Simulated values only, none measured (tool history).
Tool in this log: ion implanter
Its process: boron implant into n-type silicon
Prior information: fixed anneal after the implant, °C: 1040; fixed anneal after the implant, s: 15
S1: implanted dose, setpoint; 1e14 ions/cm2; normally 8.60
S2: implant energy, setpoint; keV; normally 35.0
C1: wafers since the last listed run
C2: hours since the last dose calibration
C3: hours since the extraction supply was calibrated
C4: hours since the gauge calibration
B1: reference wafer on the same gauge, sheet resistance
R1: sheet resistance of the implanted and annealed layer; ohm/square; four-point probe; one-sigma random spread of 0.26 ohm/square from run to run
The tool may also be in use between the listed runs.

run	hour	S1	S2	C1	C2	C3	C4	B1	R1
1	0.0	9.56	35.0	0	1907.9	1812.9	1657.3	147.92	113.10
2	64.9	9.12	35.0	1063	1972.8	1877.8	1722.2	147.90	117.82
3	96.9	9.12	35.0	524	2004.8	1909.8	1754.2	147.94	117.86
4	167.7	7.48	43.0	1160	2075.6	1980.6	1825.0	147.89	136.22
5	210.0	7.48	43.0	693	2117.9	2022.9	1867.3	147.91	135.92
# hour 254.5: Faraday cup replaced and dose calibrated
6	311.4	7.48	43.0	1531	56.9	2124.3	1968.7	147.88	136.38
7	380.7	8.60	41.0	1136	126.2	2193.6	2038.0	147.83	122.27
8	440.7	8.60	41.0	983	186.2	2253.6	2098.0	147.83	122.20
9	579.8	8.60	35.0	2280	325.3	2392.7	2237.1	147.83	123.54
10	614.5	8.60	35.0	568	360.0	2427.4	2271.8	147.84	123.78
11	648.8	8.60	35.0	562	394.3	2461.7	2306.1	147.88	123.90
12	680.3	8.60	35.0	516	425.8	2493.2	2337.6	147.86	123.51
# hour 702.8: gauge calibrated
13	739.3	8.60	35.0	967	484.8	2552.2	36.5	150.19	125.56
14	802.1	6.78	43.5	1029	547.6	2615.0	99.3	150.05	149.63
15	857.7	8.60	35.0	911	603.2	2670.6	154.9	149.83	125.59
16	907.4	8.60	35.0	814	652.9	2720.3	204.6	149.81	125.19
# hour 953.8: extraction supply calibrated
17	962.2	6.97	42.5	767	707.7	8.4	259.4	149.60	146.66
18	997.4	11.00	38.5	577	742.9	43.6	294.6	149.54	101.24
19	1022.1	11.06	38.0	404	767.6	68.3	319.3	149.51	101.24
20	1066.1	8.60	35.0	721	811.6	112.3	363.3	149.45	124.87
21	1136.1	8.60	29.0	1147	881.6	182.3	433.3	149.24	127.19
22	1165.6	8.60	35.0	483	911.1	211.8	462.8	149.32	124.64
23	1225.8	8.60	35.0	986	971.3	272.0	523.0	149.12	124.66
24	1282.8	7.10	43.5	934	1028.3	329.0	580.0	149.08	143.18
25	1347.5	6.05	27.5	1060	1093.0	393.7	644.7	148.92	170.63
26	1407.4	7.36	42.0	982	1152.9	453.6	704.6	148.96	139.12
27	1456.3	9.89	44.5	801	1201.8	502.5	753.5	148.90	109.17
28	1484.1	11.00	25.5	455	1229.6	530.3	781.3	148.86	103.73
29	1541.6	9.84	35.0	942	1287.1	587.8	838.8	148.73	111.14
30	1597.3	6.62	26.0	913	1342.8	643.5	894.5	148.71	158.76
31	1657.1	8.60	35.0	980	1402.6	703.3	954.3	148.56	124.46
32	1740.3	6.99	46.0	1364	1485.8	786.5	1037.5	148.63	143.37
33	1779.0	9.30	35.0	634	1524.5	825.2	1076.2	148.60	116.47
34	1827.3	7.90	40.0	791	1572.8	873.5	1124.5	148.62	131.63
35	1857.5	8.60	35.0	495	1603.0	903.7	1154.7	148.59	124.18
36	1900.8	8.60	43.0	709	1646.3	947.0	1198.0	148.55	121.83
37	1941.2	8.60	40.5	662	1686.7	987.4	1238.4	148.62	122.61

4 ways to go on from here, each from the tool as it stands after run 37. What would each give?
A	1941.6	8.60	38.0	6	1687.1	987.8	1238.8	?	?
B	1941.6	6.80	35.0	6	1687.1	987.8	1238.8	?	?
C	1941.6	6.53	43.0	6	1687.1	987.8	1238.8	?	?
D	1941.6	6.13	39.5	6	1687.1	987.8	1238.8	?	?

run	B1	R1
A	148.44	123.92
B	148.44	151.40
C	148.44	153.30
D	148.44	162.81
What these runs would have given with no unlogged condition in the tool:
run	R1
A	125.18
B	152.94
C	154.86
D	164.47
